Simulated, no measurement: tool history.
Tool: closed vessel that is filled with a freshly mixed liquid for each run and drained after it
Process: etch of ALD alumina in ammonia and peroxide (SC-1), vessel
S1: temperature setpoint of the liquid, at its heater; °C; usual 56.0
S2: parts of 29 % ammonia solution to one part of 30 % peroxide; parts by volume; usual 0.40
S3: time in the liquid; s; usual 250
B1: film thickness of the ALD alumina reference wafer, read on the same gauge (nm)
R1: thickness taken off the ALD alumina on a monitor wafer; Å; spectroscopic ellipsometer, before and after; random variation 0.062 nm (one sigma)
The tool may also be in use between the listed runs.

Run 1, hour 0.0: usual settings; B1 50.04. Result: R1 217.8 Å.
Run 2, hour 18.0: usual settings; B1 50.01. Result: R1 219.0 Å.
Run 3, hour 49.4: usual settings; B1 50.01. Result: R1 218.8 Å.
Run 4, hour 130.3: usual settings but S2 0.30 parts by volume; B1 50.02. Result: R1 213.8 Å.
Run 5, hour 154.8: usual settings; B1 50.00. Result: R1 221.0 Å.
Run 6, hour 171.2: usual settings; B1 50.06. Result: R1 221.2 Å.
Run 7, hour 188.0: usual settings; B1 49.99. Result: R1 221.4 Å.
Run 8, hour 200.6: usual settings but S2 0.50 parts by volume; B1 50.01. Result: R1 224.9 Å.
Run 9, hour 215.8: usual settings; B1 49.99. Result: R1 222.4 Å.
Run 10, hour 239.5: usual settings; B1 50.02. Result: R1 221.7 Å.
Run 11, hour 263.3: usual settings but S1 49.0 °C, S3 190 s; B1 49.97. Result: R1 117.0 Å.
Run 12, hour 279.8: usual settings but S1 63.0 °C, S3 330 s; B1 50.03. Result: R1 420.1 Å.
Run 13, hour 309.1: usual settings but S1 48.0 °C; B1 49.98. Result: R1 144.9 Å.
Run 14, hour 336.2: usual settings but S1 65.0 °C, S2 0.55 parts by volume; B1 50.01. Result: R1 362.7 Å.
Run 15, hour 352.3: usual settings but S1 63.5 °C, S3 365 s; B1 50.00. Result: R1 474.5 Å.
Run 16, hour 374.7: usual settings but S1 63.0 °C, S2 0.45 parts by volume, S3 315 s; B1 50.02. Result: R1 407.4 Å.
Run 17, hour 397.9: usual settings; B1 49.98. Result: R1 194.3 Å.
Run 18, hour 420.8: usual settings but S1 47.5 °C; B1 49.96. Result: R1 123.3 Å.
Run 19, hour 445.6: usual settings but S2 0.45 parts by volume; B1 50.02. Result: R1 197.9 Å.
Run 20, hour 480.3: usual settings but S3 365 s; B1 50.00. Result: R1 284.3 Å.
Run 21, hour 507.9: usual settings; B1 49.99. Result: R1 196.0 Å.

Not shown: 4 entries that the log had between the listed runs. Between which runs, and how does the tool's hidden state differ before and after?
Between runs 5 and 6: gauge calibrated (hour 158.4)
  liquid hotter than its thermometer reads (K): 2.57 -> 2.59
  measured less the result without the state, R1: +27.8 -> +28.0 Å
Between runs 11 and 12: new drum of ammonia solution connected (hour 267.5)
  liquid hotter than its thermometer reads (K): 2.71 -> 2.73
  measured less the result without the state, R1: +16.2 -> +53.4 Å
Between runs 14 and 15: ammonia flow meter replaced (hour 343.0)
  liquid hotter than its thermometer reads (K): 2.81 -> 2.83
  measured less the result without the state, R1: +46.8 -> +62.3 Å
Between runs 16 and 17: thermometer replaced (hour 396.2)
  liquid hotter than its thermometer reads (K): 2.86 -> 0.159
  measured less the result without the state, R1: +54.2 -> +1.6 Å
